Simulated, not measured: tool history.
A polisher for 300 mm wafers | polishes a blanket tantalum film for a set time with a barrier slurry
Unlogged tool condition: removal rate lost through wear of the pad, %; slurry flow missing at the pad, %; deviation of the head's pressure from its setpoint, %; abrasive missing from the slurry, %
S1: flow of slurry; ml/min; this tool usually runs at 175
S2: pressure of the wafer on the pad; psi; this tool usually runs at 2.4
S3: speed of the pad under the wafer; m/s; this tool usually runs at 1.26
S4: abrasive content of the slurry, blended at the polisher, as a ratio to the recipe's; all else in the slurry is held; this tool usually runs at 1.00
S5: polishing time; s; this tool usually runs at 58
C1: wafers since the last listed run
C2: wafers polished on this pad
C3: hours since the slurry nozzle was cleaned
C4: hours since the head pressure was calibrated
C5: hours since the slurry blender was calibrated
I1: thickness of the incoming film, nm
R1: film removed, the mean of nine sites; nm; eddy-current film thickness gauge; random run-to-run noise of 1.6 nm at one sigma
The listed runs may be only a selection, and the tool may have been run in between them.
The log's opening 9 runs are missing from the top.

run,day,S1,S2,S3,S4,S5,C1,C2,C3,C4,C5,I1,R1
10,35.150,175,2.4,1.46,1.00,58,2589,3305,545.2,553.9,463.5,426.1,153.2
# day 35.762: slurry blender recalibrated
# day 36.100: head pressure recalibrated
11,36.579,125,2.9,1.26,1.00,58,452,3758,579.5,11.5,19.6,419.7,150.5
12,38.200,140,2.8,1.64,0.75,58,581,4339,618.4,50.4,58.5,425.9,171.5
13,39.938,175,2.4,1.26,1.00,58,623,4962,660.1,92.1,100.2,425.6,132.0
# day 40.438: slurry nozzle cleaned
# day 42.871: worn pad replaced by a new one
14,42.892,130,2.4,1.26,1.00,58,984,6,58.9,163.0,171.1,413.4,131.6
15,44.100,175,2.4,1.58,0.85,58,433,440,87.9,192.0,200.1,413.2,167.9
16,46.579,175,2.4,1.26,1.00,58,889,1329,147.4,251.5,259.6,420.4,139.1
17,51.258,175,2.4,1.26,1.00,58,1678,3007,259.7,363.8,371.9,420.9,139.1
18,53.904,175,1.9,1.26,1.25,51,948,3956,323.2,427.3,435.4,416.5,101.2
19,55.375,145,2.9,1.26,1.00,41,527,4483,358.5,462.6,470.7,424.5,106.0
# day 56.133: slurry blender recalibrated
# day 56.596: head pressure recalibrated
20,58.054,225,3.2,1.26,1.00,58,901,5384,422.8,35.0,46.1,426.3,171.0
21,59.408,135,1.8,1.26,1.00,74,485,5870,455.3,67.5,78.6,415.8,122.4
22,60.958,220,2.4,1.64,0.75,64,555,6426,492.5,104.7,115.8,420.4,164.4
# day 61.450: worn pad replaced by a new one
23,62.417,215,2.6,1.26,0.80,64,463,346,527.5,139.7,150.8,421.5,164.4
24,65.096,175,2.4,1.26,1.00,58,960,1307,591.8,204.0,215.1,419.0,140.1
25,66.350,175,2.4,1.26,1.00,58,449,1757,621.9,234.1,245.2,424.9,140.4
# day 67.629: slurry nozzle cleaned
26,68.750,175,2.4,1.26,0.80,58,845,2602,26.9,291.7,302.8,417.5,130.5
27,70.667,175,2.4,1.26,1.00,58,687,3290,72.9,337.7,348.8,425.9,136.1
28,72.088,145,3.1,1.04,1.00,58,509,3799,107.0,371.8,382.9,416.8,139.2
# day 73.400: slurry blender recalibrated
29,73.500,175,2.4,1.54,1.00,43,476,4276,140.9,405.7,2.4,421.0,122.6
30,75.221,175,2.4,1.26,1.00,58,617,4893,182.2,447.0,43.7,419.5,134.7

4 ways to go on from here, each from the tool as it stands after run 30. What would each give?
A,75.238,175,2.4,1.26,1.00,58,5,4899,182.6,447.4,44.1,419.3,?
B,75.238,225,2.2,1.26,1.00,58,5,4899,182.6,447.4,44.1,419.3,?
C,75.238,140,2.9,1.08,1.00,66,5,4899,182.6,447.4,44.1,419.3,?
D,75.238,175,2.0,1.26,1.00,45,5,4899,182.6,447.4,44.1,419.3,?

run,R1
A,133.6
B,128.0
C,151.4
D,88.8
With the hidden condition removed and each run's random variation left untouched, the same runs would have given:
run,R1
A,143.0
B,136.9
C,162.0
D,95.0
